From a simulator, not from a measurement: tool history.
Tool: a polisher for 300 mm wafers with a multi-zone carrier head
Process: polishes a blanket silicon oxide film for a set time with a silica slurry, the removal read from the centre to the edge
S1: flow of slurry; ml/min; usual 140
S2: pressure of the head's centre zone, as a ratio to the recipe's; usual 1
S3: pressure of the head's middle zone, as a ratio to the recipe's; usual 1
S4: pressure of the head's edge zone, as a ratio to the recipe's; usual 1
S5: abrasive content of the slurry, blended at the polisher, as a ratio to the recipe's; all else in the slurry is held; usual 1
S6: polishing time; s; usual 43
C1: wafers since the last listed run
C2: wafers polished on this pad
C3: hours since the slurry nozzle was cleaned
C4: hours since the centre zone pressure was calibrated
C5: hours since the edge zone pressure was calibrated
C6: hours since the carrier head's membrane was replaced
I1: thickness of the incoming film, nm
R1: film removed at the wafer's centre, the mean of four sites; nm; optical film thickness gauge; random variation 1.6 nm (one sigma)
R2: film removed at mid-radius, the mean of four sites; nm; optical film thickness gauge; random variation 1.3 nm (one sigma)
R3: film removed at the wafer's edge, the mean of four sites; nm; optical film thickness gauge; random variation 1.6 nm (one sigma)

run 1 hour=0 | S1=140 S2=1 S3=1 S4=0.96 S5=1 S6=43 | C1=0 C2=375 C3=81.7 C4=1159.1 C5=662.7 C6=319.1 | I1=1153.9 | R1=116.5 R2=115.7 R3=117.8
run 2 hour=14.4 | S1=140 S2=1 S3=1 S4=0.96 S5=1 S6=43 | C1=163 C2=539 C3=96.1 C4=1173.5 C5=677.1 C6=333.5 | I1=1144.1 | R1=114.9 R2=111.7 R3=111.1
-- hour=45.9 worn pad replaced by a new one
run 3 hour=48 | S1=140 S2=1 S3=1 S4=0.96 S5=1 S6=43 | C1=336 C2=23 C3=129.7 C4=1207.1 C5=710.7 C6=367.1 | I1=1161 | R1=120.5 R2=120 R3=116.3
run 4 hour=72.5 | S1=140 S2=1 S3=1 S4=1 S5=1 S6=43 | C1=278 C2=302 C3=154.2 C4=1231.6 C5=735.2 C6=391.6 | I1=1144.5 | R1=119 R2=116.5 R3=117.3
run 5 hour=90.5 | S1=140 S2=1 S3=1 S4=1 S5=1.1 S6=43 | C1=204 C2=506 C3=172.2 C4=1249.6 C5=753.2 C6=409.6 | I1=1145.1 | R1=118.6 R2=118.5 R3=120.7
run 6 hour=112.5 | S1=140 S2=1 S3=1 S4=1 S5=1.1 S6=43 | C1=250 C2=757 C3=194.2 C4=1271.6 C5=775.2 C6=431.6 | I1=1123.1 | R1=118.9 R2=116.2 R3=116.1
-- hour=128.9 worn pad replaced by a new one
run 7 hour=129.4 | S1=140 S2=1 S3=0.96 S4=1 S5=1 S6=33 | C1=146 C2=6 C3=211.1 C4=1288.5 C5=792.1 C6=448.5 | I1=1143.2 | R1=93 R2=86.9 R3=92.6
run 8 hour=147.1 | S1=140 S2=1 S3=1 S4=1 S5=1 S6=43 | C1=201 C2=207 C3=228.8 C4=1306.2 C5=809.8 C6=466.2 | I1=1139.4 | R1=117 R2=116.4 R3=116.8
-- hour=172 slurry nozzle cleaned
run 9 hour=175.8 | S1=140 S2=1 S3=1 S4=1 S5=1 S6=43 | C1=314 C2=522 C3=3.8 C4=1334.9 C5=838.5 C6=494.9 | I1=1145.9 | R1=112.3 R2=113.4 R3=114.1
-- hour=204.1 worn pad replaced by a new one
-- hour=205.2 centre zone pressure recalibrated
run 10 hour=207.8 | S1=140 S2=1 S3=1 S4=1 S5=0.7 S6=43 | C1=306 C2=29 C3=35.8 C4=2.6 C5=870.5 C6=526.9 | I1=1158.2 | R1=95.7 R2=96.3 R3=100.6
-- hour=233.7 carrier head's membrane replaced by a new one
run 11 hour=235.6 | S1=140 S2=1 S3=1 S4=1.06 S5=1 S6=43 | C1=259 C2=288 C3=63.6 C4=30.4 C5=898.3 C6=1.9 | I1=1142.2 | R1=117.9 R2=114.4 R3=118.5
-- hour=250.8 edge zone pressure recalibrated
run 12 hour=254.5 | S1=140 S2=1 S3=1 S4=0.96 S5=1 S6=43 | C1=192 C2=480 C3=82.5 C4=49.3 C5=3.7 C6=20.8 | I1=1145.8 | R1=112.2 R2=111 R3=113.8
run 13 hour=268.5 | S1=185 S2=0.89 S3=1 S4=1.11 S5=1 S6=43 | C1=159 C2=640 C3=96.5 C4=63.3 C5=17.7 C6=34.8 | I1=1137.5 | R1=105.2 R2=114.7 R3=120.4
-- hour=289.5 worn pad replaced by a new one
run 14 hour=303.8 | S1=140 S2=1 S3=0.92 S4=0.96 S5=1 S6=32 | C1=355 C2=162 C3=131.8 C4=98.6 C5=53 C6=70.1 | I1=1142.5 | R1=90.4 R2=82.1 R3=87.9
run 15 hour=333.9 | S1=140 S2=0.91 S3=1 S4=1 S5=1 S6=43 | C1=342 C2=504 C3=161.9 C4=128.7 C5=83.1 C6=100.2 | I1=1127.3 | R1=104.2 R2=112.3 R3=114.9
run 16 hour=350.6 | S1=140 S2=1 S3=1 S4=1.09 S5=1 S6=58 | C1=189 C2=694 C3=178.6 C4=145.4 C5=99.8 C6=116.9 | I1=1143.8 | R1=154.7 R2=148.2 R3=161.3
-- hour=355.4 worn pad replaced by a new one
run 17 hour=378.5 | S1=140 S2=1.05 S3=1 S4=1.11 S5=1 S6=43 | C1=271 C2=262 C3=206.5 C4=173.3 C5=127.7 C6=144.8 | I1=1156.7 | R1=121.5 R2=117.7 R3=125.4

5 ways to go on from here, each from the tool as it stands after run 17. What would each give?
run A hour=378.9 | S1=165 S2=1 S3=1 S4=1 S5=1 S6=43 | C1=4 C2=266 C3=206.9 C4=173.7 C5=128.1 C6=145.2 | I1=1140.1 | R1=? R2=? R3=?
run B hour=378.9 | S1=140 S2=1 S3=1 S4=1 S5=0.75 S6=43 | C1=4 C2=266 C3=206.9 C4=173.7 C5=128.1 C6=145.2 | I1=1140.1 | R1=? R2=? R3=?
run C hour=378.9 | S1=140 S2=0.95 S3=1 S4=1 S5=1 S6=58 | C1=4 C2=266 C3=206.9 C4=173.7 C5=128.1 C6=145.2 | I1=1140.1 | R1=? R2=? R3=?
run D hour=378.9 | S1=90 S2=1 S3=1 S4=1 S5=1.25 S6=57 | C1=4 C2=266 C3=206.9 C4=173.7 C5=128.1 C6=145.2 | I1=1140.1 | R1=? R2=? R3=?
run E hour=378.9 | S1=140 S2=1.12 S3=1 S4=1 S5=1.2 S6=43 | C1=4 C2=266 C3=206.9 C4=173.7 C5=128.1 C6=145.2 | I1=1140.1 | R1=? R2=? R3=?

run=A R1=122.1 R2=120 R3=120.5
run=B R1=101 R2=99.6 R3=100.9
run=C R1=151.2 R2=157 R3=159
run=D R1=153.2 R2=153.4 R3=160.7
run=E R1=144 R2=126.6 R3=128.3
Without the tool's hidden state the same runs would have given:
run=A R1=124.9 R2=122.7 R3=123.2
run=B R1=103.3 R2=101.8 R3=103.2
run=C R1=154.6 R2=160.6 R3=162.7
run=D R1=156.7 R2=156.9 R3=164.4
run=E R1=147.2 R2=129.4 R3=131.2

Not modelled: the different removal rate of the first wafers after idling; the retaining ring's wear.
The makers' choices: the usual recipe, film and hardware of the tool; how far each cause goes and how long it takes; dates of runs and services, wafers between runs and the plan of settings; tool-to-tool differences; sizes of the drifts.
